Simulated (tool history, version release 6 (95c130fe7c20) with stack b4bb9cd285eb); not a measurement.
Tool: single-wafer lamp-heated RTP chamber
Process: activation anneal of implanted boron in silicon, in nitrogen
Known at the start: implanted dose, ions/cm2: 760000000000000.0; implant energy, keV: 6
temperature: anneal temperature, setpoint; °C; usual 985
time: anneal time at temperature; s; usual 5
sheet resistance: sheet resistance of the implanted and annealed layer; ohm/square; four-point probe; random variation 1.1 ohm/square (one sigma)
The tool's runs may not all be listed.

run,hour,temperature,time,wafers since the last listed run,wafers since the last pyrometer calibration,wafers since the reflector plate was cleaned,hours since the gauge calibration,"read-back reference wafer on the same gauge, sheet resistance",sheet resistance
1,0,985,5,0,977,5205,142,208.82,198.26
2,16.9,985,5,450,1428,5655,158.9,208.69,199.32
3,62.6,967,6,1219,2647,6875,204.6,209.2,219.23
4,99.8,967,6,992,3640,7867,241.8,209.16,217.19
5,112.9,985,5,349,3989,8217,254.9,209,197.12
6,129,985,5,429,4419,8647,271,209.16,197.53
7,141.7,985,5,338,4758,8985,283.7,208.75,197.73
8,159.4,985,5,472,5230,9458,301.4,209.29,197.38
# hour 171.7: pyrometer window cleaned and pyrometer calibrated
# hour 177.2: reflector plate cleaned
9,177.7,985,5,128,13,13,319.7,208.8,192.49
10,182,985,5,114,127,127,324,208.99,193.67
11,194.2,965,5,325,453,453,336.2,209.59,212.63
12,206.4,965,5,325,778,778,348.4,209.52,212.19
13,221.6,971,5,405,1184,1184,363.6,209,205.55
# hour 243.2: reflector plate cleaned, repeated, since the last time left the tool worse
14,243.7,999,6,376,1560,13,385.7,209.03,188.18
# hour 246.5: gauge calibrated
15,284,957,7,1075,2635,1088,37.5,209.12,240.49
16,295,985,5,293,2929,1381,48.5,209.05,202.91
17,312.4,961,5,464,3393,1846,65.9,209.43,236.07
18,327.8,963,3,410,3804,2257,81.3,208.83,238.8
19,339.6,1011,7,314,4119,2571,93.1,208.41,181.76
20,356.5,971,3,450,4570,3022,110,208.93,223.89
21,363.7,972,3,192,4762,3214,117.2,208.73,219.01
22,376.7,964,3,346,5109,3561,130.2,208.87,232.87
23,385.9,968,3,245,5354,3807,139.4,208.7,225.42
# hour 397.7: pyrometer window cleaned and pyrometer calibrated
24,400.5,1000,5,176,75,3983,154,208.71,189.29
25,417.4,965,5,450,526,4434,170.9,209.46,226.96
26,434.6,993,4,458,984,4893,188.1,209.05,194.3
27,445.1,985,5,280,1265,5173,198.6,208.79,199.28

4 ways to go on from here, each from the tool as it stands after run 27. What would each give?
A,445.5,985,5,10,1275,5184,199,?,?
B,445.5,970,6,10,1275,5184,199,?,?
C,445.5,1005,4,10,1275,5184,199,?,?
D,445.5,1003,8,10,1275,5184,199,?,?

run,"read-back reference wafer on the same gauge, sheet resistance",sheet resistance
A,209.21,198.73
B,209.21,214.3
C,209.21,186.92
D,209.21,182.28
Without the tool's hidden state the same runs would have given:
run,sheet resistance
A,200.42
B,217.01
C,187.84
D,183.16

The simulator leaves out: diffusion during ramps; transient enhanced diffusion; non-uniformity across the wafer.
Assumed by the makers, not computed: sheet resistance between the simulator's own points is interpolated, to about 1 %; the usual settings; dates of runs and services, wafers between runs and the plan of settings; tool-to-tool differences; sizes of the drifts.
